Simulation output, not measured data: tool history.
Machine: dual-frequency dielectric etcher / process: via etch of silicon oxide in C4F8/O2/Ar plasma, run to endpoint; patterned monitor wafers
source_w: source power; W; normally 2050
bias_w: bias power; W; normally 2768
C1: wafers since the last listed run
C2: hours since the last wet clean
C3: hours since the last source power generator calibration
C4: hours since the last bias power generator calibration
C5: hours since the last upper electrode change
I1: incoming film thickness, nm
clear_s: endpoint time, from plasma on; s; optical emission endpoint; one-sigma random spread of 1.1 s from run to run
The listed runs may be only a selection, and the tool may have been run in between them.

run 1 hour=0 | source_w=2050 bias_w=2617 | C1=0 C2=137.5 C3=2827.4 C4=1241.8 C5=2560.8 | I1=1985.1 | clear_s=374.4
run 2 hour=62.1 | source_w=2050 bias_w=2617 | C1=372 C2=199.6 C3=2889.5 C4=1303.9 C5=2622.9 | I1=1977.7 | clear_s=374.1
run 3 hour=86.7 | source_w=2050 bias_w=2768 | C1=147 C2=224.2 C3=2914.1 C4=1328.5 C5=2647.5 | I1=1981.9 | clear_s=370.6
run 4 hour=111.2 | source_w=2050 bias_w=2768 | C1=147 C2=248.7 C3=2938.6 C4=1353 C5=2672 | I1=1965.2 | clear_s=368.7
run 5 hour=151.1 | source_w=2050 bias_w=2768 | C1=239 C2=288.6 C3=2978.5 C4=1392.9 C5=2711.9 | I1=1968.1 | clear_s=368.5
run 6 hour=192.9 | source_w=2050 bias_w=2768 | C1=251 C2=330.4 C3=3020.3 C4=1434.7 C5=2753.7 | I1=1978.3 | clear_s=371.4
-- hour=246.8 wet clean of the chamber
-- hour=264.6 upper electrode replaced
run 7 hour=265.1 | source_w=2050 bias_w=2768 | C1=182 C2=18.3 C3=3092.5 C4=1506.9 C5=0.5 | I1=1981.4 | clear_s=366.3
run 8 hour=296 | source_w=2050 bias_w=2768 | C1=185 C2=49.2 C3=3123.4 C4=1537.8 C5=31.4 | I1=1968.8 | clear_s=362.9
run 9 hour=334.4 | source_w=2340 bias_w=2159 | C1=230 C2=87.6 C3=3161.8 C4=1576.2 C5=69.8 | I1=1972.5 | clear_s=377.3

Expected results for the next run?
run 10 hour=370.6 | source_w=2050 bias_w=2768 | C1=217 C2=123.8 C3=3198 C4=1612.4 C5=106 | I1=1964.2 | clear_s=?

clear_s: 365.6 s
With no hidden state in the tool, this same run would have given clear_s 362.2 s.
